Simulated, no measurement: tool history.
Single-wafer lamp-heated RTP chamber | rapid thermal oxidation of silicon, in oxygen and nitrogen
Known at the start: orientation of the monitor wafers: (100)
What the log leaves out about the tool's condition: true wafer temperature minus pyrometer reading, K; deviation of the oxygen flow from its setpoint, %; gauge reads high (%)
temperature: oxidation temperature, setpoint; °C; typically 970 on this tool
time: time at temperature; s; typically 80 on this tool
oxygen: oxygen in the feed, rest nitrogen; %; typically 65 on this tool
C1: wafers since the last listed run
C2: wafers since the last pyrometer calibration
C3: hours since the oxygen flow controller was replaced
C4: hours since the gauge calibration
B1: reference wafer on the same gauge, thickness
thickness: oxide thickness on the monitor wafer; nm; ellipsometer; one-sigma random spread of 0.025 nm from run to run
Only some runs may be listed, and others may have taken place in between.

{"run": 1, "day": 0.0, "temperature": 970, "time": 80, "oxygen": 65, "C1": 0, "C2": 8446, "C3": 2372.2, "C4": 378.8, "B1": 4.234, "thickness": 4.565}
{"run": 2, "day": 0.508, "temperature": 970, "time": 80, "oxygen": 65, "C1": 90, "C2": 8536, "C3": 2384.4, "C4": 391.0, "B1": 4.233, "thickness": 4.578}
{"run": 3, "day": 1.762, "temperature": 970, "time": 80, "oxygen": 65, "C1": 223, "C2": 8759, "C3": 2414.5, "C4": 421.1, "B1": 4.245, "thickness": 4.566}
{"run": 4, "day": 3.279, "temperature": 970, "time": 80, "oxygen": 65, "C1": 269, "C2": 9029, "C3": 2450.9, "C4": 457.5, "B1": 4.247, "thickness": 4.613}
{"run": 5, "day": 4.35, "temperature": 970, "time": 80, "oxygen": 65, "C1": 190, "C2": 9220, "C3": 2476.6, "C4": 483.2, "B1": 4.251, "thickness": 4.558}
{"run": 6, "day": 5.404, "temperature": 970, "time": 80, "oxygen": 65, "C1": 187, "C2": 9408, "C3": 2501.9, "C4": 508.5, "B1": 4.26, "thickness": 4.614}
{"day": 6.1, "done": "pyrometer window cleaned and pyrometer calibrated"}
{"run": 7, "day": 6.121, "temperature": 970, "time": 80, "oxygen": 65, "C1": 68, "C2": 4, "C3": 2519.1, "C4": 525.7, "B1": 4.258, "thickness": 4.597}
{"run": 8, "day": 7.167, "temperature": 970, "time": 66, "oxygen": 65, "C1": 186, "C2": 190, "C3": 2544.2, "C4": 550.8, "B1": 4.262, "thickness": 4.263}
{"day": 7.242, "done": "gauge calibrated"}
{"run": 9, "day": 7.779, "temperature": 970, "time": 80, "oxygen": 65, "C1": 109, "C2": 299, "C3": 2558.9, "C4": 12.9, "B1": 4.176, "thickness": 4.519}
{"run": 10, "day": 8.421, "temperature": 970, "time": 80, "oxygen": 65, "C1": 114, "C2": 413, "C3": 2574.3, "C4": 28.3, "B1": 4.175, "thickness": 4.473}
{"run": 11, "day": 9.738, "temperature": 950, "time": 43, "oxygen": 40, "C1": 234, "C2": 647, "C3": 2605.9, "C4": 59.9, "B1": 4.185, "thickness": 2.804}
{"run": 12, "day": 10.904, "temperature": 970, "time": 80, "oxygen": 65, "C1": 207, "C2": 855, "C3": 2633.9, "C4": 87.9, "B1": 4.187, "thickness": 4.519}
{"run": 13, "day": 11.896, "temperature": 970, "time": 111, "oxygen": 92, "C1": 176, "C2": 1031, "C3": 2657.7, "C4": 111.7, "B1": 4.186, "thickness": 5.848}
{"run": 14, "day": 12.979, "temperature": 997, "time": 101, "oxygen": 93, "C1": 192, "C2": 1224, "C3": 2683.7, "C4": 137.7, "B1": 4.19, "thickness": 6.898}
{"run": 15, "day": 13.758, "temperature": 944, "time": 59, "oxygen": 50, "C1": 138, "C2": 1363, "C3": 2702.4, "C4": 156.4, "B1": 4.194, "thickness": 3.164}
{"day": 14.808, "done": "oxygen flow controller replaced"}
{"run": 16, "day": 14.833, "temperature": 970, "time": 80, "oxygen": 65, "C1": 132, "C2": 1495, "C3": 0.6, "C4": 182.2, "B1": 4.2, "thickness": 4.526}
{"run": 17, "day": 16.317, "temperature": 956, "time": 69, "oxygen": 65, "C1": 264, "C2": 1759, "C3": 36.2, "C4": 217.8, "B1": 4.207, "thickness": 3.911}
{"run": 18, "day": 16.904, "temperature": 982, "time": 45, "oxygen": 65, "C1": 104, "C2": 1864, "C3": 50.3, "C4": 231.9, "B1": 4.202, "thickness": 3.927}
{"run": 19, "day": 17.808, "temperature": 954, "time": 80, "oxygen": 65, "C1": 160, "C2": 2025, "C3": 72.0, "C4": 253.6, "B1": 4.208, "thickness": 4.089}
{"run": 20, "day": 18.571, "temperature": 943, "time": 80, "oxygen": 65, "C1": 135, "C2": 2160, "C3": 90.3, "C4": 271.9, "B1": 4.212, "thickness": 3.773}

4 options for the next run, each taken on its own from the tool as it stands now. Forecast them:
{"run": "A", "day": 18.592, "temperature": 970, "time": 59, "oxygen": 65, "C1": 3, "C2": 2164, "C3": 90.8, "C4": 272.4, "B1": "?", "thickness": "?"}
{"run": "B", "day": 18.592, "temperature": 970, "time": 109, "oxygen": 74, "C1": 3, "C2": 2164, "C3": 90.8, "C4": 272.4, "B1": "?", "thickness": "?"}
{"run": "C", "day": 18.592, "temperature": 983, "time": 108, "oxygen": 57, "C1": 3, "C2": 2164, "C3": 90.8, "C4": 272.4, "B1": "?", "thickness": "?"}
{"run": "D", "day": 18.592, "temperature": 970, "time": 80, "oxygen": 57, "C1": 3, "C2": 2164, "C3": 90.8, "C4": 272.4, "B1": "?", "thickness": "?"}

run=A B1=4.215 thickness=3.999
run=B B1=4.215 thickness=5.407
run=C B1=4.215 thickness=5.426
run=D B1=4.215 thickness=4.344
Stripped of hidden state, with their random variation kept, the same runs would have yielded:
run=A thickness=3.949
run=B thickness=5.339
run=C thickness=5.358
run=D thickness=4.289
